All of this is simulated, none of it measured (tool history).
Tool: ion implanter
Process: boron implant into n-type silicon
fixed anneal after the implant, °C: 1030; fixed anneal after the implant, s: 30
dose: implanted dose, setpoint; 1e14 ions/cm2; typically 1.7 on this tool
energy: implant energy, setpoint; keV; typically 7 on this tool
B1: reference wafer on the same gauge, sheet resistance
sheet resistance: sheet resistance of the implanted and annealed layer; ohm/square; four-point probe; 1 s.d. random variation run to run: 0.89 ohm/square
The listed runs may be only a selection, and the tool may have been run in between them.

run 1 hour=0 | dose=1.5 energy=9 | B1=554.25 | sheet_resistance=634.08
run 2 hour=67.4 | dose=1.5 energy=9 | B1=554.22 | sheet_resistance=633.89
run 3 hour=107.9 | dose=1.7 energy=7 | B1=554.03 | sheet_resistance=588.21
run 4 hour=167.2 | dose=1.7 energy=7 | B1=554.1 | sheet_resistance=588.33
run 5 hour=192.4 | dose=1.7 energy=7 | B1=553.9 | sheet_resistance=588.7
run 6 hour=231.1 | dose=1.7 energy=7 | B1=554.12 | sheet_resistance=589.55
run 7 hour=276.4 | dose=1.7 energy=7 | B1=553.77 | sheet_resistance=587.44
run 8 hour=304.4 | dose=1.7 energy=7 | B1=553.8 | sheet_resistance=588.22
run 9 hour=368.8 | dose=1.7 energy=7 | B1=554.09 | sheet_resistance=587.58
run 10 hour=408.9 | dose=1.7 energy=7 | B1=554.2 | sheet_resistance=587.92
run 11 hour=436.5 | dose=1.7 energy=7 | B1=553.98 | sheet_resistance=587.79
run 12 hour=505 | dose=1.7 energy=7 | B1=553.93 | sheet_resistance=587.2
run 13 hour=573.7 | dose=1.7 energy=6.5 | B1=554.4 | sheet_resistance=593.5
run 14 hour=622.6 | dose=1.7 energy=7 | B1=553.88 | sheet_resistance=588.41
run 15 hour=663.6 | dose=1.7 energy=7 | B1=554.03 | sheet_resistance=588.15
run 16 hour=719.2 | dose=1.7 energy=7 | B1=554.2 | sheet_resistance=589.03
run 17 hour=771.8 | dose=1.51 energy=6 | B1=553.9 | sheet_resistance=659.8
run 18 hour=797 | dose=2.03 energy=5.5 | B1=553.91 | sheet_resistance=519.95
run 19 hour=868.7 | dose=1.7 energy=7 | B1=554.16 | sheet_resistance=586.74
run 20 hour=897.8 | dose=1.92 energy=8 | B1=553.76 | sheet_resistance=522.44
run 21 hour=959.9 | dose=1.92 energy=7 | B1=554.15 | sheet_resistance=532.72
-- hour=991.2 Faraday cup replaced and dose calibrated
run 22 hour=991.7 | dose=1.98 energy=6 | B1=554.21 | sheet_resistance=532.13
-- hour=992.6 gauge calibrated
run 23 hour=1029 | dose=1.46 energy=6.5 | B1=554.21 | sheet_resistance=678.17
run 24 hour=1061.5 | dose=1.7 energy=5.5 | B1=553.62 | sheet_resistance=609.09
run 25 hour=1117.7 | dose=1.7 energy=7 | B1=553.72 | sheet_resistance=593.08
run 26 hour=1158.8 | dose=1.99 energy=9 | B1=554.49 | sheet_resistance=504.89
run 27 hour=1195.2 | dose=1.38 energy=9 | B1=553.9 | sheet_resistance=683.52
run 28 hour=1266 | dose=1.46 energy=6.5 | B1=553.74 | sheet_resistance=676.28
run 29 hour=1319.1 | dose=1.22 energy=6 | B1=553.89 | sheet_resistance=793.97
-- hour=1339.2 extraction supply calibrated
run 30 hour=1352.2 | dose=1.2 energy=5 | B1=553.81 | sheet_resistance=822.39
run 31 hour=1387.6 | dose=1.92 energy=7 | B1=553.93 | sheet_resistance=535.44
run 32 hour=1449.2 | dose=1.95 energy=8 | B1=553.9 | sheet_resistance=520.81
run 33 hour=1570.8 | dose=1.7 energy=7 | B1=553.75 | sheet_resistance=591.39
run 34 hour=1634.4 | dose=1.48 energy=6 | B1=553.98 | sheet_resistance=675.47
run 35 hour=1695.5 | dose=1.24 energy=5.5 | B1=554.12 | sheet_resistance=791.45
run 36 hour=1747.5 | dose=1.7 energy=7 | B1=553.84 | sheet_resistance=591.78
run 37 hour=1788.5 | dose=1.24 energy=8 | B1=554.12 | sheet_resistance=751.69

Predict each of these 4 candidate next runs independently; none follows another, all start after run 37:
run A hour=1788.9 | dose=1.7 energy=7 | B1=? | sheet_resistance=?
run B hour=1788.9 | dose=1.97 energy=8 | B1=? | sheet_resistance=?
run C hour=1788.9 | dose=1.85 energy=6 | B1=? | sheet_resistance=?
run D hour=1788.9 | dose=1.7 energy=8 | B1=? | sheet_resistance=?

run=A B1=554.03 sheet_resistance=590.63
run=B B1=554.03 sheet_resistance=514.61
run=C B1=554.03 sheet_resistance=560.71
run=D B1=554.03 sheet_resistance=581.35
Without the tool's hidden state the same runs would have given:
run=A sheet_resistance=592.96
run=B sheet_resistance=516.66
run=C sheet_resistance=562.93
run=D sheet_resistance=583.64

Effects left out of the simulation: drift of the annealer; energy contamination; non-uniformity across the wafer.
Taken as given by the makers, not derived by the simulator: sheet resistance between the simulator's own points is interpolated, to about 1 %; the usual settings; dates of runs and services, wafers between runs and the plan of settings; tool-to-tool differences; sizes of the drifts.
